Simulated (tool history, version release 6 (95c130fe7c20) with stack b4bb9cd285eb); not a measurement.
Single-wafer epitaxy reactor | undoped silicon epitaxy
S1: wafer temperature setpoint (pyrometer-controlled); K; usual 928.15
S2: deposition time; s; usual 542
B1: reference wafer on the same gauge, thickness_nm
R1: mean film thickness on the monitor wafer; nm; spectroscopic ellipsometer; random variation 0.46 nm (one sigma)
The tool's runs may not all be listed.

| run | hour | S1 | S2 | B1 | R1 |
|---|---|---|---|---|---|
| 1 | 0 | 928.15 | 542 | 107.974 | 101.233 |
| 2 | 19.3 | 928.15 | 542 | 107.93 | 101.347 |
| 3 | 46.1 | 924.15 | 542 | 107.884 | 93.521 |
| 4 | 69.5 | 924.15 | 542 | 107.967 | 93.759 |
| 5 | 83.6 | 928.15 | 542 | 108.104 | 99.84 |
| 6 | 115.1 | 928.15 | 542 | 107.889 | 101.213 |
| 7 | 145.5 | 928.15 | 542 | 107.781 | 100.891 |
| 8 | 178.4 | 928.15 | 542 | 108.047 | 100.885 |
| 9 | 198 | 928.15 | 478 | 108.077 | 88.648 |
| 10 | 223.6 | 923.15 | 501 | 108.149 | 83.846 |
| 11 | 240.4 | 923.15 | 501 | 108.052 | 84.269 |
| 12 | 256 | 923.15 | 501 | 107.853 | 83.66 |
| 13 | 274.8 | 928.15 | 542 | 108.138 | 99.089 |
| 14 | 298.6 | 928.15 | 542 | 108.196 | 99.553 |
| 15 | 316.2 | 928.15 | 542 | 107.765 | 99.024 |
| 16 | 336.9 | 928.15 | 542 | 108.156 | 99.091 |
| 17 | 365.1 | 918.15 | 542 | 108.05 | 81.648 |
| 18 | 390 | 934.15 | 542 | 107.981 | 111.575 |
| 19 | 425.5 | 934.15 | 542 | 108.16 | 110.787 |
| 20 | 455.1 | 933.15 | 617 | 107.919 | 123.73 |
| 21 | 475.7 | 933.15 | 617 | 107.91 | 122.603 |
| 22 | 508.8 | 933.15 | 617 | 107.928 | 122.512 |
| 23 | 536.1 | 928.15 | 625 | 108.111 | 112.416 |
| 24 | 561.7 | 928.15 | 542 | 108.308 | 97.907 |
| 25 | 583.5 | 928.15 | 478 | 107.961 | 86.144 |
|  | 604.6 | pyrometer calibrated |
| 26 | 609 | 928.15 | 463 | 107.956 | 89.552 |
| 27 | 635.6 | 939.15 | 449 | 107.963 | 107.66 |
| 28 | 668 | 928.15 | 542 | 108.088 | 104.994 |
| 29 | 696.9 | 915.15 | 576 | 108.223 | 86.731 |
| 30 | 721.4 | 928.15 | 542 | 107.898 | 105.656 |
| 31 | 738.8 | 922.15 | 441 | 108.003 | 75.903 |
| 32 | 754.6 | 928.15 | 593 | 107.932 | 116.295 |
| 33 | 782.2 | 922.15 | 575 | 108.035 | 99.809 |
| 34 | 817.3 | 928.15 | 542 | 108.07 | 104.244 |
| 35 | 836.2 | 937.15 | 625 | 107.935 | 143.048 |
|  | 849.8 | gauge calibrated |
| 36 | 852.5 | 932.15 | 605 | 108.002 | 126.743 |
| 37 | 868.7 | 914.15 | 542 | 107.833 | 80.304 |
| 38 | 883.4 | 942.15 | 501 | 107.96 | 125.693 |
| 39 | 919.1 | 917.15 | 445 | 107.822 | 69.743 |
| 40 | 935.6 | 919.15 | 604 | 108.197 | 98.813 |
| 41 | 951 | 941.15 | 542 | 107.986 | 133.75 |
| 42 | 1054.7 | 917.15 | 459 | 108.185 | 71.681 |
| 43 | 1087 | 921.15 | 542 | 107.91 | 92.146 |
| 44 | 1110 | 937.15 | 542 | 107.72 | 124.963 |
| 45 | 1123.7 | 928.15 | 542 | 107.809 | 104.878 |
| 46 | 1137.4 | 920.15 | 479 | 108.027 | 79.553 |
| 47 | 1153.6 | 918.15 | 643 | 107.979 | 101.882 |

4 ways to go on from here, each from the tool as it stands after run 47. What would each give?
| A | 1154.2 | 928.15 | 542 | ? | ? |
| B | 1154.2 | 939.15 | 590 | ? | ? |
| C | 1154.2 | 915.15 | 617 | ? | ? |
| D | 1154.2 | 939.15 | 619 | ? | ? |

| run | B1 | R1 |
|---|---|---|
| A | 108.021 | 104.049 |
| B | 108.021 | 139.25 |
| C | 108.021 | 92.271 |
| D | 108.021 | 146.094 |
Without the tool's hidden state the same runs would have given:
| run | R1 |
|---|---|
| A | 104.382 |
| B | 139.686 |
| C | 92.573 |
| D | 146.552 |
